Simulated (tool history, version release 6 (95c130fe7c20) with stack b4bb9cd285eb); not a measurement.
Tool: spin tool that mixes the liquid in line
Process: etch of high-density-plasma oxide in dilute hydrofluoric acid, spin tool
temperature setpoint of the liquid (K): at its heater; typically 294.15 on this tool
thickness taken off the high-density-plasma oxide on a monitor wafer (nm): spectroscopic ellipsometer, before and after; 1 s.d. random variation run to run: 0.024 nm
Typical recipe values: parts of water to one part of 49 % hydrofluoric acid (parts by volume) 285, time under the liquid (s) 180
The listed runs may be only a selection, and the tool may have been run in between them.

run   hour  temperature setpoint of the liquid (K)  parts of water to one part of 49 % hydrofluoric acid (parts by volume)  time under the liquid (s)  read-back film thickness of the high-density-plasma oxide reference wafer, read on the same gauge (nm)  thickness taken off the high-density-plasma oxide on a monitor wafer (nm)
  1      0                                  294.15                                                                     285                        180                                                                                                  59.986                                                                      3.384
  2   20.6                                  294.15                                                                     285                        180                                                                                                  60.042                                                                      3.388
      32.4  -- gauge calibrated
  3   47.4                                  294.15                                                                     285                        180                                                                                                  59.989                                                                      3.395
  4   65.5                                  294.15                                                                     285                        180                                                                                                  59.957                                                                      3.397
  5   83.8                                  294.15                                                                     285                        180                                                                                                  59.974                                                                      3.402
  6   99.1                                  294.15                                                                     285                        180                                                                                                   59.97                                                                      3.382
  7  115.3                                  294.15                                                                     285                        180                                                                                                  60.027                                                                      3.379
  8  143.4                                  294.15                                                                     285                        180                                                                                                   59.96                                                                      3.408
  9  159.5                                  294.15                                                                     285                        110                                                                                                   60.02                                                                       2.07
 10  191.6                                  294.15                                                                     285                        180                                                                                                  60.031                                                                      3.425
 11  214.4                                  294.15                                                                     285                        180                                                                                                  60.016                                                                      3.395
       269  -- hydrofluoric acid flow meter replaced
 12  281.9                                  294.15                                                                     185                        180                                                                                                  59.991                                                                      5.403
 13  311.9                                  294.15                                                                     185                        180                                                                                                  59.981                                                                      5.467
 14  327.6                                  294.15                                                                     285                        180                                                                                                  59.978                                                                      3.197
 15  345.1                                  294.15                                                                     285                        180                                                                                                  59.981                                                                      3.202
 16  378.5                                  294.15                                                                     285                        180                                                                                                  60.021                                                                      3.259
 17  403.3                                  290.65                                                                     170                        180                                                                                                  60.013                                                                      5.196
 18  437.5                                  294.15                                                                     200                        230                                                                                                  60.004                                                                      6.388
 19  458.4                                  291.15                                                                     285                        240                                                                                                  59.992                                                                      3.852
 20  489.2                                  292.65                                                                     365                         85                                                                                                  60.006                                                                      1.055
 21  512.5                                  290.65                                                                     285                        110                                                                                                   59.98                                                                      1.728
       535  -- gauge calibrated
 22  541.9                                  294.15                                                                     285                         70                                                                                                  60.058                                                                      1.251
 23  561.3                                  294.15                                                                     285                        180                                                                                                  59.971                                                                      3.261
 24  643.8                                  294.15                                                                     285                        180                                                                                                  60.029                                                                      3.255
     652.7  -- thermometer replaced
 25  690.3                                  291.65                                                                     285                        270                                                                                                  60.026                                                                      4.857
 26  713.8                                  291.15                                                                     170                         85                                                                                                  59.972                                                                        2.8
 27    744                                  292.15                                                                     285                        180                                                                                                  59.984                                                                      3.336
 28  793.2                                  294.15                                                                     285                        180                                                                                                  60.023                                                                      3.578
 29  859.4                                  294.15                                                                     320                        255                                                                                                  59.972                                                                      4.374
 30    891                                  290.15                                                                     285                        265                                                                                                  60.006                                                                      4.507
 31  913.6                                  294.15                                                                     285                        220                                                                                                  59.982                                                                      4.345

Run-by-run hidden state of the tool:
gauge reads high (%): 0 at every run
H1: liquid colder than its thermometer reads (K)
H2: hydrofluoric acid flow above the setpoint (%)
run     H1     H2
  1   2.31    4.2
  2   2.33   4.31
  3   2.36   4.46
  4   2.38   4.56
  5    2.4   4.66
  6   2.41   4.75
  7   2.43   4.84
  8   2.46   4.99
  9   2.47   5.08
 10    2.5   5.26
 11   2.53   5.38
 12   2.59  0.481
 13   2.62  0.647
 14   2.64  0.734
 15   2.65   0.83
 16   2.69   1.01
 17   2.71   1.15
 18   2.75   1.34
 19   2.77   1.46
 20    2.8   1.63
 21   2.82   1.75
 22   2.85   1.92
 23   2.87   2.02
 24   2.95   2.48
 25  0.492   2.74
 26  0.515   2.86
 27  0.545   3.03
 28  0.593    3.3
 29  0.659   3.67
 30   0.69   3.84
 31  0.712   3.97
